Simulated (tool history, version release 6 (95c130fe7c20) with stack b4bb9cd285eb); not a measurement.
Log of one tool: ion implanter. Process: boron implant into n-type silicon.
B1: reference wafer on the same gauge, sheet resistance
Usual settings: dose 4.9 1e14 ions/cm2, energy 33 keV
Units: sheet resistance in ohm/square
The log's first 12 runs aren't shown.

{"run": 13, "hour": 977.6, "dose": 5.7, "energy": 25, "B1": 212.96, "sheet resistance": 187.03}
{"run": 14, "hour": 1017.4, "dose": 5.7, "energy": 25, "B1": 213.05, "sheet resistance": 186.8}
{"run": 15, "hour": 1094.2, "dose": 4.9, "energy": 33, "B1": 213.03, "sheet resistance": 206.32}
{"hour": 1141.3, "done": "extraction supply calibrated"}
{"hour": 1151.6, "done": "Faraday cup replaced and dose calibrated"}
{"run": 16, "hour": 1164.5, "dose": 4.9, "energy": 33, "B1": 213.02, "sheet resistance": 206.69}
{"run": 17, "hour": 1219.3, "dose": 4.9, "energy": 33, "B1": 212.93, "sheet resistance": 206.89}
{"run": 18, "hour": 1296.7, "dose": 5.62, "energy": 33, "B1": 212.95, "sheet resistance": 185.22}
{"hour": 1343.1, "done": "gauge calibrated"}
{"run": 19, "hour": 1380.1, "dose": 3.69, "energy": 40, "B1": 212.88, "sheet resistance": 254.14}
{"run": 20, "hour": 1466.1, "dose": 4.49, "energy": 27, "B1": 212.91, "sheet resistance": 225.31}
{"run": 21, "hour": 1555.9, "dose": 4.9, "energy": 33, "B1": 212.99, "sheet resistance": 206.9}
{"run": 22, "hour": 1626.1, "dose": 4.9, "energy": 33, "B1": 213, "sheet resistance": 206.96}
{"run": 23, "hour": 1709.4, "dose": 4.9, "energy": 33, "B1": 212.88, "sheet resistance": 205.85}
{"run": 24, "hour": 1773.2, "dose": 4.9, "energy": 33, "B1": 212.9, "sheet resistance": 206.89}
{"run": 25, "hour": 1880.4, "dose": 3.76, "energy": 23, "B1": 212.97, "sheet resistance": 262.57}
{"run": 26, "hour": 1973.6, "dose": 5.56, "energy": 24, "B1": 212.96, "sheet resistance": 191.97}
{"run": 27, "hour": 2045.4, "dose": 4.14, "energy": 36, "B1": 213.15, "sheet resistance": 234.48}
{"run": 28, "hour": 2137.4, "dose": 4.9, "energy": 23.5, "B1": 213.04, "sheet resistance": 212.16}
{"run": 29, "hour": 2235.2, "dose": 4.9, "energy": 33, "B1": 213, "sheet resistance": 207.16}
{"run": 30, "hour": 2324.5, "dose": 3.93, "energy": 42.5, "B1": 213, "sheet resistance": 240.97}
{"run": 31, "hour": 2502.5, "dose": 3.88, "energy": 42, "B1": 213, "sheet resistance": 242.87}
{"run": 32, "hour": 2548.6, "dose": 4.06, "energy": 27, "B1": 212.96, "sheet resistance": 243.91}
{"run": 33, "hour": 2619.5, "dose": 4.9, "energy": 33, "B1": 212.93, "sheet resistance": 206.53}
{"run": 34, "hour": 2681.4, "dose": 4.9, "energy": 43, "B1": 212.9, "sheet resistance": 201.66}
{"run": 35, "hour": 2722.6, "dose": 6.03, "energy": 33, "B1": 213.07, "sheet resistance": 174.95}
{"run": 36, "hour": 2784.2, "dose": 4.29, "energy": 29.5, "B1": 213.09, "sheet resistance": 232.75}
{"run": 37, "hour": 2836.9, "dose": 4.11, "energy": 44, "B1": 212.99, "sheet resistance": 230.66}

Forecast each of these 4 alternatives for the next run:
{"run": "A", "hour": 2837.3, "dose": 4.9, "energy": 33, "B1": "?", "sheet resistance": "?"}
{"run": "B", "hour": 2837.3, "dose": 4.9, "energy": 37, "B1": "?", "sheet resistance": "?"}
{"run": "C", "hour": 2837.3, "dose": 6.32, "energy": 36.5, "B1": "?", "sheet resistance": "?"}
{"run": "D", "hour": 2837.3, "dose": 6.04, "energy": 36, "B1": "?", "sheet resistance": "?"}

run=A B1=212.98 sheet_resistance=207.12
run=B B1=212.98 sheet_resistance=205.14
run=C B1=212.98 sheet_resistance=167.29
run=D B1=212.98 sheet_resistance=173.75
Without the tool's hidden state the same runs would have given:
run=A sheet_resistance=207.12
run=B sheet_resistance=205.14
run=C sheet_resistance=167.29
run=D sheet_resistance=173.75

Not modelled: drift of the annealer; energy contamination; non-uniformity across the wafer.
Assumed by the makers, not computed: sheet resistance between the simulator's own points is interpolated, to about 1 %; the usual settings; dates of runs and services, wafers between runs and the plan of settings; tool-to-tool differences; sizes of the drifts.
